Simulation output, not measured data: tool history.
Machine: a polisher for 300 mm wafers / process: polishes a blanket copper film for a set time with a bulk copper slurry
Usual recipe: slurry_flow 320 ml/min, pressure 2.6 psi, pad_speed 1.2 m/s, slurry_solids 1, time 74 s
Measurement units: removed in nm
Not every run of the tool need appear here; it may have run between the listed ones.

run    hour  slurry_flow  pressure  pad_speed  slurry_solids  time  wafers since the last listed run  wafers polished on this pad  hours since the slurry nozzle was cleaned  hours since the head pressure was calibrated  hours since the slurry blender was calibrated  incoming thickness of the incoming film, nm  removed
  1       0          320       2.6        1.2              1    74                                 0                         2464                                       14.7                                         301.8                                           38.6                                         3590    636.4
  2      46          320       2.6        1.2              1    74                               566                         3031                                       60.7                                         347.8                                           84.6                                       3641.6      617
      126.1  -- worn pad replaced by a new one
  3   232.8          320       2.6        1.3              1    74                              2250                         1314                                      247.5                                         534.6                                          271.4                                       3615.9    685.9
  4   277.3          320       2.6        1.3              1    74                               547                         1862                                        292                                         579.1                                          315.9                                       3605.3    704.8
      280.7  -- slurry blender recalibrated
  5   332.7          320       2.6        1.3              1    74                               657                         2519                                      347.4                                         634.5                                             52                                       3660.5    686.6
  6   377.9          320       2.6        1.2              1    74                               556                         3076                                      392.6                                         679.7                                           97.2                                       3622.2    621.7
  7   419.9          320       2.6        1.2              1    74                               517                         3593                                      434.6                                         721.7                                          139.2                                       3663.1    601.5
      424.2  -- worn pad replaced by a new one
  8   472.6          320       2.6        1.2              1    74                               599                          596                                      487.3                                         774.4                                          191.9                                       3571.5    650.1
  9   535.7          320       2.6       1.34              1    74                               776                         1373                                      550.4                                         837.5                                            255                                         3678      709
 10   569.2          320       2.6        1.2              1    74                               412                         1785                                      583.9                                           871                                          288.5                                       3689.3    643.3
      592.3  -- slurry blender recalibrated
 11   634.2          320       2.6        1.2              1    74                               775                         2561                                      648.9                                           936                                           41.9                                       3596.2    617.5
      666.8  -- head pressure recalibrated
 12   685.8          320       2.6        1.2              1    74                               610                         3172                                      700.5                                            19                                           93.5                                       3643.2    606.2
      717.4  -- worn pad replaced by a new one
 13     733          320       2.6        1.2              1    74                               531                          192                                      747.7                                          66.2                                          140.7                                       3633.5    654.4
 14   792.7          320       2.6        1.2              1    74                               735                          927                                      807.4                                         125.9                                          200.4                                       3676.7    643.4
 15   829.7          225       2.6       1.36              1    99                               455                         1382                                      844.4                                         162.9                                          237.4                                       3632.9    933.9
 16   857.7          275       2.6        1.2              1    74                               344                         1727                                      872.4                                         190.9                                          265.4                                       3704.6    626.1
 17   890.5          320       1.9        1.2            1.1    74                               403                         2131                                      905.2                                         223.7                                          298.2                                       3641.6    469.7
      924.8  -- slurry nozzle cleaned
 18   938.6          320       2.6        1.2              1    74                               579                         2711                                       13.8                                         271.8                                          346.3                                       3724.3    612.5
        943  -- slurry blender recalibrated
 19   985.7          365         3        1.2              1    74                               555                         3266                                       60.9                                         318.9                                           42.7                                       3596.4    699.2
     1032.3  -- worn pad replaced by a new one
 20  1032.8          260       3.5        1.2           1.15    90                               530                            5                                        108                                           366                                           89.8                                       3583.6   1086.3
 21  1074.7          320       2.6       0.94              1    74                               515                          521                                      149.9                                         407.9                                          131.7                                       3653.7      523
 22  1141.8          320       2.6        1.2              1    50                               826                         1347                                        217                                           475                                          198.8                                         3678    433.8
 23  1200.5          320       2.6        1.2              1    74                               722                         2070                                      275.7                                         533.7                                          257.5                                       3676.9    630.7
 24  1231.7          320       2.6        1.2              1    74                               384                         2454                                      306.9                                         564.9                                          288.7                                       3599.3    636.7
     1276.3  -- slurry blender recalibrated
 25  1276.8          320       2.6        1.2              1    74                               530                         2985                                        352                                           610                                            0.5                                       3653.9    614.1
     1320.6  -- worn pad replaced by a new one
 26  1345.1          250       2.6        1.2              1    67                               791                          301                                      420.3                                         678.3                                           68.8                                       3650.7    568.4
 27  1413.5          285       2.6        1.2           0.85    74                               842                         1143                                      488.7                                         746.7                                          137.2                                       3671.1    622.4
 28  1473.1          250       2.6       1.42           0.75    61                               733                         1877                                      548.3                                         806.3                                          196.8                                       3716.3    562.8

Alternative continuations, all from the tool just after run 28; predict every row:
  A  1473.5          320       2.6        1.2           0.85    74                                 4                         1882                                      548.7                                         806.7                                          197.2                                       3642.1        ?
  B  1473.5          270       2.6       0.92              1    74                                 4                         1882                                      548.7                                         806.7                                          197.2                                       3642.1        ?
  C  1473.5          320       2.6       0.84              1    74                                 4                         1882                                      548.7                                         806.7                                          197.2                                       3642.1        ?
  D  1473.5          225       2.6        1.2              1    74                                 4                         1882                                      548.7                                         806.7                                          197.2                                       3642.1        ?
  E  1473.5          360       2.6       0.94            0.7    85                                 4                         1882                                      548.7                                         806.7                                          197.2                                       3642.1        ?

run  removed
  A    621.1
  B    503.4
  C      475
  D    617.4
  E    561.4
With no hidden state in the tool, these same runs would have given:
run  removed
  A    638.1
  B    517.1
  C    487.9
  D    634.2
  E    576.7

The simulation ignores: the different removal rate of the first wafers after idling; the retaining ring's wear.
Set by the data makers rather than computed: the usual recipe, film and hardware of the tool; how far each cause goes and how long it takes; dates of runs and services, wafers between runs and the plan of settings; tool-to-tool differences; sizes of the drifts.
